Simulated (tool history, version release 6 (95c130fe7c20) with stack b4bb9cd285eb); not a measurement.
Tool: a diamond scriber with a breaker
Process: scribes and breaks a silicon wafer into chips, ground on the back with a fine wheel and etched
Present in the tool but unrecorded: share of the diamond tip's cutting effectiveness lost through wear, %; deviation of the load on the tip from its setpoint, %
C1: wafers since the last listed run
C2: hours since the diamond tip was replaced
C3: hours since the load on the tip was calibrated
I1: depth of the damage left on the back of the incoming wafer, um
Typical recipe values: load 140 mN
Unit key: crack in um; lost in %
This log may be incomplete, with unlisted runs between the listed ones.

run 1 day=0.000 | load=126 | C1=0 C2=13.8 C3=331.2 | I1=0.76 | crack=8.50 lost=3.62
run 2 day=1.988 | load=140 | C1=139 C2=61.5 C3=378.9 | I1=0.74 | crack=8.83 lost=2.15
run 3 day=4.275 | load=140 | C1=160 C2=116.4 C3=433.8 | I1=0.38 | crack=8.85 lost=2.19
run 4 day=5.892 | load=140 | C1=113 C2=155.2 C3=472.6 | I1=0.33 | crack=8.93 lost=2.18
run 5 day=7.925 | load=140 | C1=142 C2=204.0 C3=521.4 | I1=0.62 | crack=8.60 lost=2.64
run 6 day=9.858 | load=140 | C1=135 C2=250.4 C3=567.8 | I1=0.70 | crack=8.81 lost=2.68
run 7 day=11.125 | load=140 | C1=88 C2=280.8 C3=598.2 | I1=0.70 | crack=8.60 lost=2.78
run 8 day=12.958 | load=140 | C1=128 C2=324.8 C3=642.2 | I1=0.55 | crack=8.56 lost=2.22
run 9 day=14.308 | load=140 | C1=94 C2=357.2 C3=674.6 | I1=0.37 | crack=8.63 lost=2.90
run 10 day=16.688 | load=140 | C1=166 C2=414.3 C3=731.7 | I1=0.41 | crack=8.34 lost=3.03
run 11 day=18.896 | load=166 | C1=154 C2=467.3 C3=784.7 | I1=0.53 | crack=9.34 lost=2.21
run 12 day=20.221 | load=166 | C1=92 C2=499.1 C3=816.5 | I1=0.35 | crack=9.23 lost=1.82
run 13 day=23.171 | load=166 | C1=206 C2=569.9 C3=887.3 | I1=0.74 | crack=8.97 lost=2.20
run 14 day=24.979 | load=140 | C1=126 C2=613.3 C3=930.7 | I1=0.79 | crack=7.77 lost=6.18
run 15 day=26.146 | load=140 | C1=81 C2=641.3 C3=958.7 | I1=0.39 | crack=7.81 lost=5.74
run 16 day=27.475 | load=171 | C1=93 C2=673.2 C3=990.6 | I1=0.59 | crack=8.73 lost=2.09
run 17 day=29.875 | load=171 | C1=168 C2=730.8 C3=1048.2 | I1=0.32 | crack=8.41 lost=2.72
-- day=31.362 diamond tip replaced by a new one
run 18 day=32.504 | load=140 | C1=178 C2=27.4 C3=1111.3 | I1=0.46 | crack=7.99 lost=3.94
-- day=32.988 load on the tip recalibrated
run 19 day=35.388 | load=169 | C1=196 C2=96.6 C3=57.6 | I1=0.41 | crack=10.37 lost=3.71
run 20 day=37.967 | load=140 | C1=180 C2=158.5 C3=119.5 | I1=0.69 | crack=9.26 lost=2.11
run 21 day=39.808 | load=112 | C1=129 C2=202.7 C3=163.7 | I1=0.39 | crack=7.59 lost=5.06
run 22 day=41.646 | load=106 | C1=128 C2=246.8 C3=207.8 | I1=0.73 | crack=7.19 lost=7.36
run 23 day=42.888 | load=120 | C1=87 C2=276.6 C3=237.6 | I1=0.78 | crack=7.92 lost=4.25
run 24 day=45.525 | load=161 | C1=184 C2=339.9 C3=300.9 | I1=0.54 | crack=10.07 lost=2.17
run 25 day=46.538 | load=155 | C1=70 C2=364.2 C3=325.2 | I1=0.62 | crack=9.76 lost=2.09
run 26 day=48.250 | load=140 | C1=120 C2=405.3 C3=366.3 | I1=0.34 | crack=8.70 lost=2.17
run 27 day=49.354 | load=121 | C1=77 C2=431.8 C3=392.8 | I1=0.32 | crack=7.98 lost=4.61
run 28 day=51.942 | load=180 | C1=181 C2=493.9 C3=454.9 | I1=0.31 | crack=10.34 lost=2.94
run 29 day=54.683 | load=179 | C1=192 C2=559.7 C3=520.7 | I1=0.46 | crack=9.95 lost=2.63
run 30 day=57.483 | load=154 | C1=196 C2=626.9 C3=587.9 | I1=0.42 | crack=8.72 lost=2.25
run 31 day=59.171 | load=154 | C1=118 C2=667.4 C3=628.4 | I1=0.54 | crack=8.70 lost=2.51
-- day=61.579 diamond tip replaced by a new one
run 32 day=61.600 | load=117 | C1=164 C2=0.5 C3=686.7 | I1=0.71 | crack=7.90 lost=4.68
run 33 day=63.650 | load=162 | C1=143 C2=49.7 C3=735.9 | I1=0.54 | crack=10.18 lost=2.64
run 34 day=65.150 | load=109 | C1=105 C2=85.7 C3=771.9 | I1=0.48 | crack=7.58 lost=6.59
run 35 day=66.796 | load=153 | C1=115 C2=125.2 C3=811.4 | I1=0.38 | crack=9.64 lost=2.20
run 36 day=68.292 | load=140 | C1=104 C2=161.1 C3=847.3 | I1=0.44 | crack=8.86 lost=2.29
run 37 day=69.738 | load=107 | C1=101 C2=195.8 C3=882.0 | I1=0.60 | crack=7.10 lost=8.77
run 38 day=71.912 | load=159 | C1=152 C2=248.0 C3=934.2 | I1=0.68 | crack=9.43 lost=2.15
run 39 day=73.121 | load=106 | C1=84 C2=277.0 C3=963.2 | I1=0.43 | crack=7.05 lost=11.29
run 40 day=77.975 | load=171 | C1=340 C2=393.5 C3=1079.7 | I1=0.46 | crack=9.62 lost=1.91
run 41 day=80.662 | load=163 | C1=188 C2=458.0 C3=1144.2 | I1=0.58 | crack=9.09 lost=1.99

Predict each of these 4 candidate next runs independently; none follows another, all start after run 41:
run A day=80.688 | load=181 | C1=1 C2=458.6 C3=1144.8 | I1=0.30 | crack=? lost=?
run B day=80.688 | load=129 | C1=1 C2=458.6 C3=1144.8 | I1=0.30 | crack=? lost=?
run C day=80.688 | load=175 | C1=1 C2=458.6 C3=1144.8 | I1=0.30 | crack=? lost=?
run D day=80.688 | load=156 | C1=1 C2=458.6 C3=1144.8 | I1=0.30 | crack=? lost=?

run=A crack=9.82 lost=2.39
run=B crack=7.61 lost=6.58
run=C crack=9.58 lost=2.18
run=D crack=8.79 lost=2.51
With the hidden condition removed and each run's random variation left untouched, the same runs would have given:
run=A crack=11.32 lost=6.07
run=B crack=8.77 lost=2.54
run=C crack=11.04 lost=5.12
run=D crack=10.14 lost=2.84
